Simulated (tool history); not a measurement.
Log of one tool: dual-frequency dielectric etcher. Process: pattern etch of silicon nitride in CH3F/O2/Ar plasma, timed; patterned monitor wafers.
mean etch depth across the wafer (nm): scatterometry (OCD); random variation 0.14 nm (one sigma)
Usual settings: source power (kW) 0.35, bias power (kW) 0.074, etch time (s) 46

run	day	source power (kW)	bias power (kW)	etch time (s)	read-back reference wafer on the same gauge, depth_nm	mean etch depth across the wafer (nm)
1	0	0.38	0.074	46	38.29	33.3
2	0.929	0.38	0.074	46	38.28	33.39
3	1.971	0.38	0.074	46	38.32	33.05
4	2.838	0.35	0.065	46	38.31	30.52
5	4.271	0.35	0.065	46	38.31	30.1
6	5.321	0.35	0.074	46	38.32	32.01
7	6.079	0.35	0.074	46	38.33	32.18
8	6.788	0.37	0.074	46	38.31	32.71
9	10.558	0.35	0.061	52.5	38.29	33.12
10	11.558	0.35	0.061	52.5	38.25	33.18
11	12.758	0.35	0.061	52.5	38.29	33.36
# day 13.346: source power generator calibrated
# day 13.729: gauge calibrated
# day 16.771: wet clean of the chamber
12	16.792	0.35	0.074	46	38.31	32.38
13	17.025	0.35	0.074	46	38.28	32.41
14	18.258	0.35	0.074	46	38.29	32.28
15	19.717	0.35	0.074	52.5	38.28	36.96
16	20.258	0.35	0.088	36	38.27	27.34
17	21.571	0.28	0.069	36	38.28	22.26
18	22.575	0.4	0.062	46	38.29	31.12
19	23.917	0.35	0.074	46	38.3	32.29
# day 25.071: bias power generator calibrated
20	26.154	0.39	0.062	56.5	38.31	37.83

Forecast run 21:
# day 29.025: upper electrode replaced
21	29.046	0.35	0.074	36.5	?	?

Run 21 gave read-back reference wafer on the same gauge, depth_nm 38.25, mean etch depth across the wafer (nm) 25.32.
Without the tool's hidden state the same run would have given mean etch depth across the wafer (nm) 25.67.
